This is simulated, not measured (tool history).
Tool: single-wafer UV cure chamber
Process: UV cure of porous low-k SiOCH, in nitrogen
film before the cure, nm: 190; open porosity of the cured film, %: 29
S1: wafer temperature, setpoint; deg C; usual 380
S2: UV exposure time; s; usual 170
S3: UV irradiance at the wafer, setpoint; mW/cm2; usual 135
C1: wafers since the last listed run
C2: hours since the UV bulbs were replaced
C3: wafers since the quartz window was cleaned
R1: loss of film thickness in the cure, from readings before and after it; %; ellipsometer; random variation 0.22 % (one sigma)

run 1 hour=0.0 | S1=380 S2=170 S3=135 | C1=0 C2=595.9 C3=441 | R1=15.076
run 2 hour=43.5 | S1=380 S2=170 S3=135 | C1=251 C2=639.4 C3=693 | R1=15.358
run 3 hour=127.1 | S1=380 S2=170 S3=135 | C1=483 C2=723.0 C3=1176 | R1=15.090
run 4 hour=217.0 | S1=380 S2=170 S3=135 | C1=519 C2=812.9 C3=1696 | R1=15.291
run 5 hour=515.4 | S1=380 S2=170 S3=135 | C1=1724 C2=1111.3 C3=3421 | R1=15.100
run 6 hour=567.1 | S1=380 S2=170 S3=135 | C1=298 C2=1163.0 C3=3720 | R1=14.640
run 7 hour=665.9 | S1=380 S2=170 S3=135 | C1=571 C2=1261.8 C3=4291 | R1=15.351
-- hour=694.7 quartz window cleaned
run 8 hour=762.1 | S1=380 S2=170 S3=135 | C1=509 C2=1358.0 C3=389 | R1=14.499
run 9 hour=835.4 | S1=380 S2=170 S3=135 | C1=423 C2=1431.3 C3=813 | R1=14.768
run 10 hour=872.1 | S1=380 S2=170 S3=135 | C1=212 C2=1468.0 C3=1025 | R1=15.125
run 11 hour=944.9 | S1=396 S2=110 S3=135 | C1=420 C2=1540.8 C3=1446 | R1=12.655
run 12 hour=1005.1 | S1=396 S2=110 S3=135 | C1=347 C2=1601.0 C3=1794 | R1=12.735
run 13 hour=1112.8 | S1=380 S2=170 S3=148 | C1=622 C2=1708.7 C3=2416 | R1=15.400
run 14 hour=1154.7 | S1=380 S2=170 S3=157 | C1=242 C2=1750.6 C3=2659 | R1=15.206
run 15 hour=1207.0 | S1=380 S2=170 S3=157 | C1=302 C2=1802.9 C3=2961 | R1=15.398
run 16 hour=1253.3 | S1=380 S2=170 S3=135 | C1=267 C2=1849.2 C3=3229 | R1=14.688
run 17 hour=1318.1 | S1=380 S2=170 S3=135 | C1=374 C2=1914.0 C3=3603 | R1=14.792
run 18 hour=1409.4 | S1=380 S2=170 S3=135 | C1=527 C2=2005.3 C3=4131 | R1=14.603
-- hour=1503.7 quartz window cleaned
run 19 hour=1512.5 | S1=380 S2=230 S3=166 | C1=549 C2=2108.4 C3=51 | R1=17.498
run 20 hour=1602.1 | S1=380 S2=230 S3=166 | C1=517 C2=2198.0 C3=568 | R1=17.354
run 21 hour=1654.7 | S1=380 S2=230 S3=166 | C1=304 C2=2250.6 C3=873 | R1=17.403
run 22 hour=1948.5 | S1=387 S2=170 S3=135 | C1=1698 C2=2544.4 C3=2571 | R1=14.033
run 23 hour=2055.9 | S1=387 S2=170 S3=135 | C1=620 C2=2651.8 C3=3192 | R1=14.133
run 24 hour=2130.5 | S1=375 S2=170 S3=169 | C1=431 C2=2726.4 C3=3623 | R1=14.949
-- hour=2180.2 quartz window cleaned
run 25 hour=2203.0 | S1=397 S2=170 S3=117 | C1=372 C2=2798.9 C3=131 | R1=13.644
run 26 hour=2288.1 | S1=380 S2=170 S3=157 | C1=491 C2=2884.0 C3=623 | R1=14.970
run 27 hour=2336.7 | S1=380 S2=170 S3=135 | C1=280 C2=2932.6 C3=904 | R1=13.527
run 28 hour=2400.0 | S1=369 S2=220 S3=97 | C1=365 C2=2995.9 C3=1270 | R1=12.913
-- hour=2452.7 UV bulbs replaced
run 29 hour=2453.2 | S1=392 S2=260 S3=172 | C1=261 C2=0.5 C3=1531 | R1=19.177
run 30 hour=2524.8 | S1=372 S2=265 S3=169 | C1=413 C2=72.1 C3=1945 | R1=19.358
run 31 hour=2625.3 | S1=397 S2=115 S3=167 | C1=580 C2=172.6 C3=2526 | R1=14.668
run 32 hour=2713.6 | S1=396 S2=110 S3=157 | C1=510 C2=260.9 C3=3036 | R1=14.124
run 33 hour=2809.7 | S1=380 S2=170 S3=135 | C1=555 C2=357.0 C3=3592 | R1=14.974
-- hour=2849.7 quartz window cleaned
run 34 hour=2865.9 | S1=362 S2=170 S3=159 | C1=278 C2=413.2 C3=93 | R1=16.123
run 35 hour=2965.4 | S1=362 S2=200 S3=166 | C1=575 C2=512.7 C3=668 | R1=16.754
run 36 hour=3065.8 | S1=380 S2=170 S3=135 | C1=580 C2=613.1 C3=1249 | R1=14.864
run 37 hour=3143.1 | S1=369 S2=75 S3=135 | C1=446 C2=690.4 C3=1696 | R1=10.479
run 38 hour=3186.3 | S1=367 S2=215 S3=135 | C1=249 C2=733.6 C3=1945 | R1=16.223
run 39 hour=3245.0 | S1=380 S2=170 S3=135 | C1=339 C2=792.3 C3=2285 | R1=15.254
run 40 hour=3297.4 | S1=390 S2=260 S3=95 | C1=302 C2=844.7 C3=2588 | R1=15.826
run 41 hour=3336.5 | S1=380 S2=170 S3=135 | C1=226 C2=883.8 C3=2814 | R1=15.205
run 42 hour=3421.5 | S1=380 S2=170 S3=150 | C1=491 C2=968.8 C3=3305 | R1=15.632
-- hour=3499.0 quartz window cleaned
run 43 hour=3516.0 | S1=392 S2=260 S3=172 | C1=500 C2=1063.3 C3=98 | R1=19.176
run 44 hour=3594.5 | S1=393 S2=125 S3=173 | C1=453 C2=1141.8 C3=551 | R1=15.102
run 45 hour=3702.1 | S1=380 S2=170 S3=135 | C1=622 C2=1249.4 C3=1173 | R1=15.202
run 46 hour=3784.3 | S1=387 S2=250 S3=135 | C1=475 C2=1331.6 C3=1649 | R1=17.192

Forecast each of these 5 alternatives for the next run:
run A hour=3784.7 | S1=380 S2=170 S3=135 | C1=2 C2=1332.0 C3=1651 | R1=?
run B hour=3784.7 | S1=386 S2=170 S3=154 | C1=2 C2=1332.0 C3=1651 | R1=?
run C hour=3784.7 | S1=398 S2=120 S3=98 | C1=2 C2=1332.0 C3=1651 | R1=?
run D hour=3784.7 | S1=361 S2=255 S3=151 | C1=2 C2=1332.0 C3=1651 | R1=?
run E hour=3784.7 | S1=380 S2=170 S3=103 | C1=2 C2=1332.0 C3=1651 | R1=?

run=A R1=14.946
run=B R1=15.815
run=C R1=11.736
run=D R1=17.412
run=E R1=13.471
Without the tool's hidden state the same runs would have given:
run=A R1=15.247
run=B R1=16.119
run=C R1=12.021
run=D R1=17.723
run=E R1=13.763
